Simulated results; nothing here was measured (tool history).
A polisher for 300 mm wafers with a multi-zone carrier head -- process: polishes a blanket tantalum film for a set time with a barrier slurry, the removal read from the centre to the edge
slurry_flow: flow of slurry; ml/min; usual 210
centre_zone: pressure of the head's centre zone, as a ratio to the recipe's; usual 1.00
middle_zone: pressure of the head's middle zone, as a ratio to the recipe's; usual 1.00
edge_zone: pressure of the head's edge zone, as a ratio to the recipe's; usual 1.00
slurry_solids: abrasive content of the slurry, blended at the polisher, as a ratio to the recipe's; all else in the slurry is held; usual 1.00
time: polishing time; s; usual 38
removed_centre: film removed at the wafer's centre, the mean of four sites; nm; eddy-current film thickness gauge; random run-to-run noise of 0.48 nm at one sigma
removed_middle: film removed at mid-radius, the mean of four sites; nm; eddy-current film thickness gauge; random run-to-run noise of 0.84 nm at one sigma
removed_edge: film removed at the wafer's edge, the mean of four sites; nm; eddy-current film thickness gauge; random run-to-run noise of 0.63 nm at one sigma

run    hour  slurry_flow  centre_zone  middle_zone  edge_zone  slurry_solids  time  incoming thickness of the incoming film, nm  removed_centre  removed_middle  removed_edge
  1     0.0          210         1.00         1.04       1.00           1.00    38                                        201.4            63.8            58.5          59.9
  2    56.9          210         1.00         1.04       1.00           1.00    38                                        201.9            63.3            59.7          60.8
  3   107.8          210         1.00         1.04       1.00           1.00    38                                        200.3            64.2            58.9          59.4
  4   142.4          210         1.00         1.00       1.00           1.00    38                                        197.7            63.6            58.7          60.4
  5   189.8          210         1.00         1.00       1.00           1.00    38                                        200.4            63.8            58.5          60.0
      226.4  -- worn pad replaced by a new one
  6   244.9          210         1.00         1.00       1.00           1.00    38                                        198.5            64.3            57.9          59.9
  7   303.0          255         0.94         1.00       1.00           1.00    38                                        202.3            61.9            62.2          61.1
  8   364.4          255         0.94         1.00       1.00           1.00    38                                        201.1            62.0            61.9          61.1
  9   402.1          210         0.92         1.00       1.00           1.00    38                                        198.2            60.4            58.7          60.3
      408.2  -- edge zone pressure recalibrated
      461.8  -- worn pad replaced by a new one
      493.6  -- carrier head's membrane replaced by a new one
 10   533.4          190         1.00         1.00       1.00           1.25    38                                        198.4            66.3            59.8          62.0
 11   570.4          210         1.10         1.00       1.06           0.90    38                                        202.4            67.3            57.2          60.7
      595.5  -- centre zone pressure recalibrated
 12   601.3          210         1.00         1.00       1.06           1.00    38                                        203.5            58.7            59.2          62.7
 13   625.7          210         0.91         1.12       1.09           1.00    35                                        196.6            50.5            57.9          57.2
      653.8  -- slurry nozzle cleaned
      672.6  -- worn pad replaced by a new one
 14   677.3          210         1.00         1.00       1.00           1.00    38                                        202.9            59.7            58.3          59.9
 15   736.9          210         1.00         1.11       0.92           1.00    38                                        200.0            59.5            60.8          56.5
 16   788.4          210         1.07         0.89       1.05           1.25    38                                        195.7            67.6            59.6          64.8
 17   825.6          210         1.00         1.00       1.00           0.80    38                                        200.4            57.9            55.7          57.6
 18   897.4          210         1.00         0.93       1.00           1.20    46                                        201.6            76.5            71.1          74.7
      942.4  -- worn pad replaced by a new one
 19   956.0          210         1.00         1.00       1.00           1.00    38                                        201.1            61.8            58.8          59.3
 20  1012.3          210         1.00         1.00       1.00           1.00    38                                        200.8            61.9            60.0          60.7

Forecast each of these 5 alternatives for the next run:
  A  1012.7          210         1.00         1.00       1.00           1.00    38                                        203.5               ?               ?             ?
  B  1012.7          165         1.00         1.03       1.00           1.00    38                                        203.5               ?               ?             ?
  C  1012.7          210         1.00         0.97       0.92           1.00    38                                        203.5               ?               ?             ?
  D  1012.7          210         1.00         0.93       1.00           1.00    38                                        203.5               ?               ?             ?
  E  1012.7          210         1.10         1.00       1.06           0.80    38                                        203.5               ?               ?             ?

run  removed_centre  removed_middle  removed_edge
  A            61.4            59.8          60.3
  B            58.7            58.2          58.6
  C            61.4            59.0          58.0
  D            61.4            57.9          60.4
  E            63.0            56.8          59.0
Take away the tool's hidden state, keep each run's random variation, and the runs would have read:
run  removed_centre  removed_middle  removed_edge
  A            57.9            59.8          60.3
  B            55.3            58.3          58.6
  C            57.8            59.0          58.0
  D            57.8            57.9          60.4
  E            59.4            56.8          59.0

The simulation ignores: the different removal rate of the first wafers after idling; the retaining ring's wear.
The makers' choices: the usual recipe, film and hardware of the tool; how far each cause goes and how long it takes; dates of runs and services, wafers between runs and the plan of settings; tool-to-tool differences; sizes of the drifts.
